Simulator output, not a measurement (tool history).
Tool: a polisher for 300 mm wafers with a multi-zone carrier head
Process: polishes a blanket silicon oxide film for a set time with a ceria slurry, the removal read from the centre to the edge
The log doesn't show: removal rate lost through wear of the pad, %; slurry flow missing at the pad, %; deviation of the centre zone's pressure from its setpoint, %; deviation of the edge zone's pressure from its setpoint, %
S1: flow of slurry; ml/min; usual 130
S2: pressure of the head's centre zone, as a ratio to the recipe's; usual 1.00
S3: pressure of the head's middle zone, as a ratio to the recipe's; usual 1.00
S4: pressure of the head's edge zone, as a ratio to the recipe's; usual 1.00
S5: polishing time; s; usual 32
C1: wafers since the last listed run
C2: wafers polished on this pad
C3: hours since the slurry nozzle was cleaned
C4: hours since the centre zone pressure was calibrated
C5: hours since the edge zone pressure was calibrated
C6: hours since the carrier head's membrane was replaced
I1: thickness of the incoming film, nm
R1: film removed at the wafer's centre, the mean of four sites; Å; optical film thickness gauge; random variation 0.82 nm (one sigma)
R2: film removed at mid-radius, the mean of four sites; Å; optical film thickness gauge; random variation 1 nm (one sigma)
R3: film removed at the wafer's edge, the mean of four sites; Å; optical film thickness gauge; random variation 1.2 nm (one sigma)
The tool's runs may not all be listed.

run   hour   S1    S2    S3    S4  S5   C1    C2     C3     C4     C5     C6      I1    R1    R2    R3
  1    0.0  130  1.00  1.00  1.00  32    0  4998    0.5  562.4   61.3   55.3  1621.0  1231  1245  1231
  2   46.9  130  1.05  1.00  0.91  32  567  5566   47.4  609.3  108.2  102.2  1616.5  1286  1241  1180
      64.7  -- worn pad replaced by a new one
  3   79.7  110  1.00  0.94  0.91  25  348   181   80.2  642.1  141.0  135.0  1604.7   963   927   939
  4  120.8   95  1.00  0.89  0.89  32  497   678  121.3  683.2  182.1  176.1  1630.3  1175  1116  1167
  5  168.8  130  0.92  1.00  1.06  32  580  1259  169.3  731.2  230.1  224.1  1620.8  1185  1300  1306
  6  240.6  130  1.00  1.00  1.00  32  868  2128  241.1  803.0  301.9  295.9  1613.4  1278  1291  1293
  7  267.7  130  0.89  0.88  1.00  32  327  2456  268.2  830.1  329.0  323.0  1601.2  1140  1161  1281
  8  304.0  130  1.00  1.00  1.00  32  439  2895  304.5  866.4  365.3  359.3  1576.7  1289  1288  1268
  9  331.8  175  1.00  1.00  0.96  32  336  3232  332.3  894.2  393.1  387.1  1612.7  1349  1329  1311
 10  361.2  130  1.00  0.97  0.94  39  355  3588  361.7  923.6  422.5  416.5  1599.1  1525  1533  1513
     396.3  -- edge zone pressure recalibrated
 11  423.7  145  1.00  1.00  1.00  32  732  4320  424.2  986.1   27.4  479.0  1595.5  1272  1290  1256
     444.6  -- centre zone pressure recalibrated
     447.6  -- worn pad replaced by a new one
 12  487.9  130  1.09  1.00  0.97  23  716   487  488.4   43.3   91.6  543.2  1605.4  1005   929   901
     505.2  -- slurry nozzle cleaned
 13  531.7  130  1.00  1.00  1.00  32  517  1005   26.5   87.1  135.4  587.0  1612.8  1270  1277  1289
 14  567.6  130  1.00  1.00  0.89  32  434  1439   62.4  123.0  171.3  622.9  1630.2  1274  1276  1230
 15  594.8  110  1.11  0.90  1.00  27  329  1768   89.6  150.2  198.5  650.1  1575.6  1145   942  1035
 16  654.8  165  0.91  1.00  1.00  32  726  2494  149.6  210.2  258.5  710.1  1613.2  1206  1329  1312
 17  697.0  130  1.00  1.00  1.00  32  510  3005  191.8  252.4  300.7  752.3  1618.0  1259  1281  1242
     736.0  -- carrier head's membrane replaced by a new one
 18  743.5  155  1.00  1.00  0.89  32  502  3507  238.3  298.9  347.2    7.5  1626.9  1298  1312  1233
 19  794.4  130  1.07  1.00  1.00  32  615  4123  289.2  349.8  398.1   58.4  1619.5  1334  1246  1260
     806.3  -- edge zone pressure recalibrated
 20  857.9  130  1.00  1.06  1.00  32  744  4867  352.7  413.3   51.6  121.9  1601.7  1213  1285  1221
 21  905.4  170  1.05  0.91  1.00  36  574  5442  400.2  460.8   99.1  169.4  1620.4  1505  1333  1396
     927.3  -- slurry nozzle cleaned
     945.9  -- worn pad replaced by a new one
 22  967.8  130  1.00  1.08  1.00  32  694   264   40.5  523.2  161.5  231.8  1619.4  1291  1375  1295

Forecast each of these 4 alternatives for the next run:
  A  968.2  130  1.00  1.00  1.00  32   4  269  40.9  523.6  161.9  232.2  1642.1   ?   ?   ?
  B  968.2  130  1.07  0.90  0.95  26   4  269  40.9  523.6  161.9  232.2  1642.1   ?   ?   ?
  C  968.2  130  1.00  1.00  1.09  27   4  269  40.9  523.6  161.9  232.2  1642.1   ?   ?   ?
  D  968.2  130  1.00  1.00  1.11  32   4  269  40.9  523.6  161.9  232.2  1642.1   ?   ?   ?

run    R1    R2    R3
  A  1296  1298  1287
  B  1126   965  1026
  C  1094  1095  1125
  D  1296  1297  1344
Without the tool's hidden state the same runs would have given:
run    R1    R2    R3
  A  1302  1303  1293
  B  1131   969  1031
  C  1098  1099  1130
  D  1302  1303  1349
